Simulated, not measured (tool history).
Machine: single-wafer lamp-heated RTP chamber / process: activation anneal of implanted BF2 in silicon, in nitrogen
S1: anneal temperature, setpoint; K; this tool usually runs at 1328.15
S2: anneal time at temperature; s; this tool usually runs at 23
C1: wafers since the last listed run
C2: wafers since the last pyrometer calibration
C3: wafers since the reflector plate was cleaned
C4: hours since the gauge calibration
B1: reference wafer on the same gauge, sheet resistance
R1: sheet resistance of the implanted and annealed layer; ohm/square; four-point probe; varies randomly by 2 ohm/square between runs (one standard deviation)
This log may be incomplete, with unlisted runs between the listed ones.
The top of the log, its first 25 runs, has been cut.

run	day	S1	S2	C1	C2	C3	C4	B1	R1
26	13.812	1328.15	23	61	415	696	226.4	685.50	575.30
27	14.271	1328.15	23	105	520	801	237.4	686.86	575.19
28	14.683	1328.15	23	94	615	896	247.3	685.91	577.76
29	15.058	1328.15	23	86	701	983	256.3	685.85	570.92
30	15.404	1328.15	23	79	781	1062	264.6	685.96	574.90
31	15.971	1343.15	17	130	911	1192	278.2	685.62	572.21
32	16.467	1336.15	27	113	1025	1306	290.1	686.32	562.25
33	17.050	1356.15	17	134	1159	1440	304.1	685.86	567.67
34	17.417	1319.15	17	84	1243	1525	312.9	686.71	591.70
35	17.908	1328.15	29	113	1356	1638	324.7	685.60	563.55
36	18.433	1328.15	23	120	1477	1758	337.3	686.15	571.66

5 ways to go on from here, each from the tool as it stands after run 36. What would each give?
A	18.450	1328.15	23	3	1481	1762	337.7	?	?
B	18.450	1356.15	18	3	1481	1762	337.7	?	?
C	18.450	1301.15	18	3	1481	1762	337.7	?	?
D	18.450	1353.15	32	3	1481	1762	337.7	?	?
E	18.450	1302.15	23	3	1481	1762	337.7	?	?

run	B1	R1
A	685.95	569.81
B	685.95	559.90
C	685.95	609.04
D	685.95	540.85
E	685.95	596.27
With the hidden condition removed and each run's random variation left untouched, the same runs would have given:
run	R1
A	577.58
B	565.73
C	625.09
D	547.27
E	610.31

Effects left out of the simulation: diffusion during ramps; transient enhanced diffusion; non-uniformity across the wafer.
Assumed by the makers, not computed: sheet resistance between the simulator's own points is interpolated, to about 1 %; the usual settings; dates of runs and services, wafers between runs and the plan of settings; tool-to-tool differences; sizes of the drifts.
